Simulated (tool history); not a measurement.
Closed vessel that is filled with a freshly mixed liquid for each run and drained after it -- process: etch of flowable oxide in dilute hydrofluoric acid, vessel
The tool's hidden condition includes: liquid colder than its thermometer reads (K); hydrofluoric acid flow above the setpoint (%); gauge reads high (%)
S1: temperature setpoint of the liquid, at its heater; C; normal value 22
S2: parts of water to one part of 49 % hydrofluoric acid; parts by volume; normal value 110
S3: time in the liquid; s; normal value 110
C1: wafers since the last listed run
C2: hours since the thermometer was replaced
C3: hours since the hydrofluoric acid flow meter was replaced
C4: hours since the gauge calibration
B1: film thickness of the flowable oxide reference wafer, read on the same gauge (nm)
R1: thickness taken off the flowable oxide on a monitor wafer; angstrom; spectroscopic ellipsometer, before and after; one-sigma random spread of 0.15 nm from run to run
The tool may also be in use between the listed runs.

run 1 hour=0 | S1=25 S2=95 S3=110 | C1=0 C2=666.8 C3=230.3 C4=369.4 | B1=119.99 | R1=441.2
run 2 hour=15.5 | S1=22 S2=110 S3=110 | C1=1459 C2=682.3 C3=245.8 C4=384.9 | B1=119.98 | R1=330.8
-- hour=35.4 gauge calibrated
run 3 hour=45.2 | S1=22 S2=110 S3=110 | C1=2796 C2=712 C3=275.5 C4=9.8 | B1=119.96 | R1=330.8
run 4 hour=68.1 | S1=22 S2=110 S3=110 | C1=2156 C2=734.9 C3=298.4 C4=32.7 | B1=119.98 | R1=333
run 5 hour=83.6 | S1=22 S2=110 S3=110 | C1=1459 C2=750.4 C3=313.9 C4=48.2 | B1=119.95 | R1=335.8
run 6 hour=110.1 | S1=22 S2=110 S3=110 | C1=2494 C2=776.9 C3=340.4 C4=74.7 | B1=120.02 | R1=335.8
run 7 hour=134.5 | S1=22 S2=110 S3=110 | C1=2297 C2=801.3 C3=364.8 C4=99.1 | B1=119.99 | R1=338.5
run 8 hour=161 | S1=22 S2=110 S3=110 | C1=2494 C2=827.8 C3=391.3 C4=125.6 | B1=120.05 | R1=335.7
run 9 hour=183.4 | S1=22 S2=110 S3=110 | C1=2108 C2=850.2 C3=413.7 C4=148 | B1=120.02 | R1=337.5
run 10 hour=208.5 | S1=22 S2=150 S3=130 | C1=2363 C2=875.3 C3=438.8 C4=173.1 | B1=119.98 | R1=280.1
run 11 hour=221.9 | S1=24 S2=80 S3=110 | C1=1261 C2=888.7 C3=452.2 C4=186.5 | B1=120 | R1=521.3
run 12 hour=241.2 | S1=22 S2=145 S3=130 | C1=1817 C2=908 C3=471.5 C4=205.8 | B1=120 | R1=292.2
run 13 hour=272.6 | S1=23.5 S2=75 S3=155 | C1=2956 C2=939.4 C3=502.9 C4=237.2 | B1=120.01 | R1=779.4
run 14 hour=288.7 | S1=19 S2=90 S3=85 | C1=1515 C2=955.5 C3=519 C4=253.3 | B1=120 | R1=291.4
run 15 hour=305.1 | S1=22 S2=110 S3=110 | C1=1544 C2=971.9 C3=535.4 C4=269.7 | B1=119.99 | R1=339.4
-- hour=319.5 hydrofluoric acid flow meter replaced
run 16 hour=338.9 | S1=22 S2=155 S3=150 | C1=3088 C2=1005.7 C3=19.4 C4=303.5 | B1=120.02 | R1=299.5
-- hour=353.8 thermometer replaced
run 17 hour=363.7 | S1=22 S2=110 S3=160 | C1=2240 C2=9.9 C3=44.2 C4=328.3 | B1=119.99 | R1=475.4

Estimate the outcome of run 18 from the log above:
run 18 hour=395.8 | S1=18 S2=145 S3=125 | C1=3022 C2=42 C3=76.3 C4=360.4 | B1=? | R1=?

B1: 120.01
R1: 229.3 angstrom
If the tool had no hidden condition, the same run with the same run-to-run variation would have returned R1 227 angstrom.

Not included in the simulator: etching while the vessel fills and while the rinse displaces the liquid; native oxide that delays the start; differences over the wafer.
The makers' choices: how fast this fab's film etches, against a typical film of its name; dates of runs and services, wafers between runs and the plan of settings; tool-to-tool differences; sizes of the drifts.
